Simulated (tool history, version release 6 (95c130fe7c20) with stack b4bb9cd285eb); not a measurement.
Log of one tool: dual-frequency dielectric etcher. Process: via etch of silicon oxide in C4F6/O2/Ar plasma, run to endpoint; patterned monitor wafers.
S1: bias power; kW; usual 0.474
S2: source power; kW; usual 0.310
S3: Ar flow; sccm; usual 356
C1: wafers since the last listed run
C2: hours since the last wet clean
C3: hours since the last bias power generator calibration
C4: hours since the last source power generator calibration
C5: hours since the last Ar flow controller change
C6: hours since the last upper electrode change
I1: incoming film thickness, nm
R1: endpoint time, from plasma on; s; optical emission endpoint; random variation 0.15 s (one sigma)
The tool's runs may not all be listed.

run    hour     S1     S2   S3    C1     C2      C3      C4      C5      C6     I1    R1
  1     0.0  0.474  0.310  356     0  337.8   219.5  3981.6  3938.8  2682.4  185.6  43.3
  2    81.6  0.474  0.250  356  1201  419.4   301.1  4063.2  4020.4  2764.0  184.1  45.1
      140.4  -- wet clean of the chamber
  3   163.1  0.474  0.250  356   846   22.7   382.6  4144.7  4101.9  2845.5  183.6  44.8
  4   237.3  0.474  0.310  356  1092   96.9   456.8  4218.9  4176.1  2919.7  181.8  42.4
  5   335.5  0.474  0.310  356  1446  195.1   555.0  4317.1  4274.3  3017.9  183.6  43.1
  6   409.7  0.474  0.310  356  1092  269.3   629.2  4391.3  4348.5  3092.1  185.4  43.5
  7   507.0  0.448  0.310  356  1432  366.6   726.5  4488.6  4445.8  3189.4  184.6  45.0
      622.0  -- wet clean of the chamber
  8   622.5  0.474  0.310  356  1347    0.5   842.0  4604.1  4561.3  3304.9  182.1  43.1
  9   699.3  0.474  0.310  356  1131   77.3   918.8  4680.9  4638.1  3381.7  184.4  43.7
 10   749.3  0.474  0.310  356   736  127.3   968.8  4730.9  4688.1  3431.7  182.9  43.4
 11   811.5  0.474  0.310  356   916  189.5  1031.0  4793.1  4750.3  3493.9  184.2  43.8
 12   886.1  0.474  0.310  356  1098  264.1  1105.6  4867.7  4824.9  3568.5  185.8  44.0
 13   942.9  0.474  0.310  356   836  320.9  1162.4  4924.5  4881.7  3625.3  184.9  43.7
 14  1029.7  0.534  0.240  268  1278  407.7  1249.2  5011.3  4968.5  3712.1  183.4  40.6
     1060.7  -- wet clean of the chamber
 15  1097.0  0.516  0.310  421   637   36.3  1316.5  5078.6  5035.8  3779.4  184.0  43.0
 16  1162.4  0.474  0.230  326   963  101.7  1381.9  5144.0  5101.2  3844.8  184.4  45.7
     1204.1  -- upper electrode replaced
     1219.2  -- source power generator calibrated
 17  1251.1  0.518  0.390  409   893  190.4  1470.6    31.9  5189.9    47.0  185.7  41.1
 18  1322.9  0.393  0.310  356  1057  262.2  1542.4   103.7  5261.7   118.8  183.2  49.1
 19  1383.9  0.562  0.230  390   898  323.2  1603.4   164.7  5322.7   179.8  183.1  42.7
     1519.7  -- wet clean of the chamber
     1601.6  -- bias power generator calibrated
     1658.3  -- Ar flow controller replaced
 20  1671.6  0.576  0.260  305  3736  151.9    70.0   452.4    13.3   467.5  183.2  38.5
 21  1766.5  0.375  0.310  268  1397  246.8   164.9   547.3   108.2   562.4  184.9  47.8
 22  1836.5  0.379  0.230  356  1030  316.8   234.9   617.3   178.2   632.4  184.9  53.0
 23  1933.7  0.368  0.360  328  1431  414.0   332.1   714.5   275.4   729.6  183.6  47.9
 24  1979.0  0.474  0.230  326   667  459.3   377.4   759.8   320.7   774.9  183.3  45.1
 25  2055.2  0.363  0.250  399  1122  535.5   453.6   836.0   396.9   851.1  182.8  54.0
     2096.9  -- wet clean of the chamber
 26  2106.7  0.474  0.310  356   404    9.8   505.1   887.5   448.4   902.6  185.1  43.4
 27  2180.2  0.438  0.310  356  1082   83.3   578.6   961.0   521.9   976.1  183.1  45.3
 28  2219.3  0.474  0.310  356   575  122.4   617.7  1000.1   561.0  1015.2  184.8  43.6
 29  2257.9  0.474  0.310  356   568  161.0   656.3  1038.7   599.6  1053.8  184.4  43.5

Some steps in R1 between neighbouring runs. How much of each would the tool show without its hidden state too (settings, what came in, random variation), and how much is left for the hidden state, with any gauge scatter that isn't in both results?
The hidden state here: etch rate over this chamber's usual, %; bias power that arrives over what is set, %; source power that arrives over what is set, %; Ar flow that arrives over what is set, %.
Run 6 -> 7: S1 0.474 -> 0.448. R1 +1.5 s: hidden state +0.2, all else +1.3.
Run 19 -> 20: S1 0.562 -> 0.576, S2 0.230 -> 0.260, S3 390 -> 305, wet clean of the chamber, bias power generator calibrated, Ar flow controller replaced. R1 -4.2 s: hidden state -1.1, all else -3.1.
Run 20 -> 21: S1 0.576 -> 0.375, S2 0.260 -> 0.310, S3 305 -> 268. R1 +9.3 s: hidden state +0.1, all else +9.2.
Run 25 -> 26: S1 0.363 -> 0.474, S2 0.250 -> 0.310, S3 399 -> 356, wet clean of the chamber. R1 -10.6 s: hidden state -0.1, all else -10.5.

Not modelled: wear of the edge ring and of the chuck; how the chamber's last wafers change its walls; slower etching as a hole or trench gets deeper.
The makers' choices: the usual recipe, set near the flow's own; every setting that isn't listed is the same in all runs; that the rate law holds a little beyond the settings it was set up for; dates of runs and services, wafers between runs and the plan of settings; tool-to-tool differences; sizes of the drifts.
